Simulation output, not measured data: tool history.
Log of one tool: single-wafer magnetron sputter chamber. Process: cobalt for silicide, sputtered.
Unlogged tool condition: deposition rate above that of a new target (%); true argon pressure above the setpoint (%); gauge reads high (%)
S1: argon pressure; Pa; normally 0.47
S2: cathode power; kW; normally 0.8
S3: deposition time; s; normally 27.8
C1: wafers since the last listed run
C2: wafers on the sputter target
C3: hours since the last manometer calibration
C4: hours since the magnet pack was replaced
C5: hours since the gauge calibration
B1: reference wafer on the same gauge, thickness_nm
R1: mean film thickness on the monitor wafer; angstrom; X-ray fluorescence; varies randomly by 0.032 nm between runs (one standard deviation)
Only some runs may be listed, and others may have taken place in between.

Run 1, day 0: usual settings; C1 0; C2 8; C3 1283.9; C4 8923.4; C5 304.1; B1 11.65. Result: R1 103.8 angstrom.
Run 2, day 0.971: usual settings but S3 25.6 s; C1 425; C2 434; C3 1307.2; C4 8946.7; C5 327.4; B1 11.655. Result: R1 95.45 angstrom.
Run 3, day 1.804: usual settings but S3 25.6 s; C1 365; C2 799; C3 1327.2; C4 8966.7; C5 347.4; B1 11.625. Result: R1 95.64 angstrom.
Run 4, day 2.904: usual settings; C1 482; C2 1282; C3 1353.6; C4 8993.1; C5 373.8; B1 11.62. Result: R1 102.65 angstrom.
Run 5, day 4.238: usual settings but S3 29.2 s; C1 584; C2 1866; C3 1385.6; C4 9025.1; C5 405.8; B1 11.61. Result: R1 108.58 angstrom.
Run 6, day 5.333: usual settings; C1 480; C2 2346; C3 1411.9; C4 9051.4; C5 432.1; B1 11.6. Result: R1 102.83 angstrom.
At day 5.842: magnet pack replaced.
Run 7, day 6.383: usual settings; C1 314; C2 2661; C3 1437.1; C4 13; C5 457.3; B1 11.597. Result: R1 103.14 angstrom.
Run 8, day 7.192: usual settings; C1 354; C2 3015; C3 1456.5; C4 32.4; C5 476.7; B1 11.589. Result: R1 103 angstrom.
Run 9, day 7.95: usual settings; C1 332; C2 3347; C3 1474.7; C4 50.6; C5 494.9; B1 11.564. Result: R1 102.76 angstrom.
At day 8.638: sputter target and shields replaced.
Run 10, day 8.908: usual settings; C1 273; C2 117; C3 1497.7; C4 73.6; C5 517.9; B1 11.564. Result: R1 102.11 angstrom.
At day 9.288: gauge calibrated.
Run 11, day 10.346: usual settings; C1 630; C2 748; C3 1532.2; C4 108.1; C5 25.4; B1 11.733. Result: R1 104.64 angstrom.
Run 12, day 10.854: usual settings; C1 222; C2 970; C3 1544.4; C4 120.3; C5 37.6; B1 11.739. Result: R1 104.07 angstrom.
Run 13, day 12.138: usual settings; C1 562; C2 1533; C3 1575.2; C4 151.1; C5 68.4; B1 11.729. Result: R1 104.18 angstrom.
Run 14, day 13.583: usual settings; C1 633; C2 2167; C3 1609.9; C4 185.8; C5 103.1; B1 11.725. Result: R1 104.02 angstrom.
Run 15, day 14.183: usual settings but S2 0.95 kW; C1 263; C2 2430; C3 1624.3; C4 200.2; C5 117.5; B1 11.714. Result: R1 123.67 angstrom.
Run 16, day 14.796: usual settings; C1 268; C2 2698; C3 1639; C4 214.9; C5 132.2; B1 11.7. Result: R1 103.16 angstrom.
At day 15.7: sputter target and shields replaced.
Run 17, day 15.779: usual settings but S2 0.95 kW, S3 24.6 s; C1 284; C2 34; C3 1662.6; C4 238.5; C5 155.8; B1 11.683. Result: R1 109 angstrom.
At day 16.692: capacitance manometer re-zeroed and calibrated.
Run 18, day 16.712: usual settings but S3 22.4 s; C1 263; C2 298; C3 0.5; C4 260.9; C5 178.2; B1 11.686. Result: R1 83.16 angstrom.
Run 19, day 17.821: usual settings but S1 0.568 Pa, S3 30.2 s; C1 485; C2 783; C3 27.1; C4 287.5; C5 204.8; B1 11.671. Result: R1 109.22 angstrom.
Run 20, day 18.458: usual settings; C1 279; C2 1063; C3 42.4; C4 302.8; C5 220.1; B1 11.663. Result: R1 103.94 angstrom.
Run 21, day 19.883: usual settings; C1 624; C2 1688; C3 76.6; C4 337; C5 254.3; B1 11.654. Result: R1 103.47 angstrom.
Run 22, day 20.796: usual settings but S2 0.7 kW, S3 24.7 s; C1 400; C2 2088; C3 98.5; C4 358.9; C5 276.2; B1 11.658. Result: R1 80.44 angstrom.
Run 23, day 21.342: usual settings but S1 0.305 Pa, S2 0.65 kW, S3 31.9 s; C1 239; C2 2327; C3 111.6; C4 372; C5 289.3; B1 11.632. Result: R1 101.87 angstrom.
Run 24, day 21.933: usual settings; C1 259; C2 2586; C3 125.8; C4 386.2; C5 303.5; B1 11.645. Result: R1 102.85 angstrom.
At day 23.271: sputter target and shields replaced.
Run 25, day 24.021: usual settings but S1 0.656 Pa, S2 0.65 kW, S3 26.2 s; C1 768; C2 328; C3 175.9; C4 436.3; C5 353.6; B1 11.622. Result: R1 74.63 angstrom.
Run 26, day 25.038: usual settings; C1 445; C2 774; C3 200.3; C4 460.7; C5 378; B1 11.602. Result: R1 102.41 angstrom.
Run 27, day 26.296: usual settings but S1 0.282 Pa, S2 0.95 kW, S3 29.4 s; C1 551; C2 1326; C3 230.5; C4 490.9; C5 408.2; B1 11.571. Result: R1 136.7 angstrom.
Run 28, day 26.879: usual settings but S1 0.332 Pa, S3 30.5 s; C1 255; C2 1581; C3 244.5; C4 504.9; C5 422.2; B1 11.578. Result: R1 117.39 angstrom.
Run 29, day 27.912: usual settings but S3 22.9 s; C1 452; C2 2034; C3 269.3; C4 529.7; C5 447; B1 11.569. Result: R1 84.66 angstrom.
Run 30, day 28.808: usual settings but S1 0.637 Pa, S2 0.7 kW, S3 32.3 s; C1 392; C2 2427; C3 290.8; C4 551.2; C5 468.5; B1 11.563. Result: R1 98.82 angstrom.
Run 31, day 29.546: usual settings; C1 323; C2 2750; C3 308.5; C4 568.9; C5 486.2; B1 11.558. Result: R1 103.04 angstrom.
At day 30.85: sputter target and shields replaced.
Run 32, day 30.879: usual settings but S2 0.95 kW, S3 24.6 s; C1 438; C2 12; C3 340.5; C4 600.9; C5 518.2; B1 11.54. Result: R1 107.38 angstrom.
Run 33, day 32.288: usual settings but S2 0.7 kW, S3 23.5 s; C1 617; C2 629; C3 374.3; C4 634.7; C5 552; B1 11.533. Result: R1 75.49 angstrom.
Run 34, day 32.883: usual settings but S2 0.6 kW; C1 261; C2 890; C3 388.6; C4 649; C5 566.3; B1 11.522. Result: R1 77.1 angstrom.

What would each run have given without the hidden state, its run-to-run variation left as it was?
run      R1
  1   105.1
  2   96.72
  3   96.98
  4  104.19
  5  110.33
  6  104.59
  7  105.01
  8  104.93
  9  104.76
 10  104.18
 11  105.08
 12  104.56
 13  104.77
 14  104.74
 15   124.6
 16  103.98
 17  109.97
 18   83.97
 19  110.38
 20  105.11
 21  104.76
 22    81.5
 23  103.27
 24  104.31
 25   75.83
 26  104.14
 27  139.16
 28  119.56
 29    86.3
 30  100.82
 31  105.18
 32  109.75
 33   77.25
 34   78.93

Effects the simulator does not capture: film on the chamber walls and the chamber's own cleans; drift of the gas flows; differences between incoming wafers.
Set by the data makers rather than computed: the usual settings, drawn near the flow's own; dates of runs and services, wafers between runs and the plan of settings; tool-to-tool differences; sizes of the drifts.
